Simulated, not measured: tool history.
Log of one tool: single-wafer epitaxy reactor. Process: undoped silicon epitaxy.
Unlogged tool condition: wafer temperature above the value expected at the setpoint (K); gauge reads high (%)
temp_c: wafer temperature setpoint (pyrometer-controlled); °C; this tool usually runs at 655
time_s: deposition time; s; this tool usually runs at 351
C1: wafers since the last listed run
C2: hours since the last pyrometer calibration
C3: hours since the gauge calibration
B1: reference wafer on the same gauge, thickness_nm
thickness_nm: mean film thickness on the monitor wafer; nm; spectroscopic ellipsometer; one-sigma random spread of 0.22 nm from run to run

run 1 hour=0.0 | temp_c=655 time_s=333 | C1=0 C2=1716.4 C3=368.4 | B1=68.437 | thickness_nm=69.470
run 2 hour=8.8 | temp_c=655 time_s=333 | C1=37 C2=1725.2 C3=377.2 | B1=68.440 | thickness_nm=69.446
run 3 hour=19.9 | temp_c=660 time_s=351 | C1=47 C2=1736.3 C3=388.3 | B1=68.374 | thickness_nm=80.966
run 4 hour=35.0 | temp_c=660 time_s=351 | C1=64 C2=1751.4 C3=403.4 | B1=68.393 | thickness_nm=80.768
run 5 hour=46.1 | temp_c=647 time_s=373 | C1=47 C2=1762.5 C3=414.5 | B1=68.364 | thickness_nm=65.765
run 6 hour=61.0 | temp_c=647 time_s=373 | C1=63 C2=1777.4 C3=429.4 | B1=68.420 | thickness_nm=66.002
run 7 hour=74.9 | temp_c=664 time_s=351 | C1=59 C2=1791.3 C3=443.3 | B1=68.443 | thickness_nm=88.547
run 8 hour=108.7 | temp_c=664 time_s=351 | C1=144 C2=1825.1 C3=477.1 | B1=68.378 | thickness_nm=88.146
run 9 hour=123.0 | temp_c=655 time_s=331 | C1=61 C2=1839.4 C3=491.4 | B1=68.370 | thickness_nm=68.837
run 10 hour=133.0 | temp_c=655 time_s=331 | C1=42 C2=1849.4 C3=501.4 | B1=68.419 | thickness_nm=69.070
run 11 hour=149.3 | temp_c=655 time_s=331 | C1=69 C2=1865.7 C3=517.7 | B1=68.366 | thickness_nm=69.500
run 12 hour=165.9 | temp_c=655 time_s=351 | C1=71 C2=1882.3 C3=534.3 | B1=68.415 | thickness_nm=73.700
-- hour=173.8 gauge calibrated
run 13 hour=202.3 | temp_c=655 time_s=351 | C1=155 C2=1918.7 C3=28.5 | B1=68.361 | thickness_nm=74.131
run 14 hour=211.9 | temp_c=647 time_s=351 | C1=41 C2=1928.3 C3=38.1 | B1=68.389 | thickness_nm=62.733
run 15 hour=228.7 | temp_c=647 time_s=351 | C1=71 C2=1945.1 C3=54.9 | B1=68.335 | thickness_nm=62.659
run 16 hour=234.8 | temp_c=647 time_s=351 | C1=26 C2=1951.2 C3=61.0 | B1=68.392 | thickness_nm=62.827
run 17 hour=249.3 | temp_c=655 time_s=351 | C1=62 C2=1965.7 C3=75.5 | B1=68.424 | thickness_nm=74.398
run 18 hour=260.3 | temp_c=655 time_s=293 | C1=47 C2=1976.7 C3=86.5 | B1=68.416 | thickness_nm=61.940
run 19 hour=278.1 | temp_c=644 time_s=405 | C1=76 C2=1994.5 C3=104.3 | B1=68.396 | thickness_nm=68.287
run 20 hour=284.9 | temp_c=666 time_s=351 | C1=29 C2=2001.3 C3=111.1 | B1=68.413 | thickness_nm=92.655
run 21 hour=294.6 | temp_c=655 time_s=351 | C1=41 C2=2011.0 C3=120.8 | B1=68.436 | thickness_nm=74.610
run 22 hour=307.0 | temp_c=648 time_s=329 | C1=53 C2=2023.4 C3=133.2 | B1=68.418 | thickness_nm=60.594
run 23 hour=320.5 | temp_c=643 time_s=331 | C1=57 C2=2036.9 C3=146.7 | B1=68.434 | thickness_nm=55.077
run 24 hour=332.6 | temp_c=655 time_s=397 | C1=51 C2=2049.0 C3=158.8 | B1=68.346 | thickness_nm=84.182
run 25 hour=350.2 | temp_c=647 time_s=395 | C1=75 C2=2066.6 C3=176.4 | B1=68.401 | thickness_nm=71.438
-- hour=391.1 pyrometer calibrated
run 26 hour=402.6 | temp_c=647 time_s=302 | C1=190 C2=11.5 C3=228.8 | B1=68.397 | thickness_nm=48.791
run 27 hour=422.2 | temp_c=651 time_s=351 | C1=83 C2=31.1 C3=248.4 | B1=68.390 | thickness_nm=61.382
run 28 hour=433.2 | temp_c=655 time_s=351 | C1=47 C2=42.1 C3=259.4 | B1=68.395 | thickness_nm=66.968
run 29 hour=446.9 | temp_c=655 time_s=333 | C1=58 C2=55.8 C3=273.1 | B1=68.382 | thickness_nm=63.669
run 30 hour=456.5 | temp_c=642 time_s=304 | C1=41 C2=65.4 C3=282.7 | B1=68.395 | thickness_nm=44.245
run 31 hour=473.0 | temp_c=655 time_s=351 | C1=70 C2=81.9 C3=299.2 | B1=68.373 | thickness_nm=67.341
run 32 hour=479.2 | temp_c=661 time_s=316 | C1=26 C2=88.1 C3=305.4 | B1=68.429 | thickness_nm=68.286
run 33 hour=488.9 | temp_c=655 time_s=351 | C1=41 C2=97.8 C3=315.1 | B1=68.462 | thickness_nm=67.350

Consider 5 possible next runs. They are alternatives, not a sequence: every one starts from the tool as it was left by run 33. What does each give?
run A hour=489.4 | temp_c=655 time_s=351 | C1=2 C2=98.3 C3=315.6 | B1=? | thickness_nm=?
run B hour=489.4 | temp_c=664 time_s=374 | C1=2 C2=98.3 C3=315.6 | B1=? | thickness_nm=?
run C hour=489.4 | temp_c=666 time_s=385 | C1=2 C2=98.3 C3=315.6 | B1=? | thickness_nm=?
run D hour=489.4 | temp_c=667 time_s=305 | C1=2 C2=98.3 C3=315.6 | B1=? | thickness_nm=?
run E hour=489.4 | temp_c=655 time_s=402 | C1=2 C2=98.3 C3=315.6 | B1=? | thickness_nm=?

run=A B1=68.343 thickness_nm=67.324
run=B B1=68.343 thickness_nm=86.188
run=C B1=68.343 thickness_nm=92.374
run=D B1=68.343 thickness_nm=74.666
run=E B1=68.343 thickness_nm=77.106
Without the tool's unlogged condition, the same runs would have read:
run=A thickness_nm=67.040
run=B thickness_nm=85.831
run=C thickness_nm=91.993
run=D thickness_nm=74.359
run=E thickness_nm=76.780
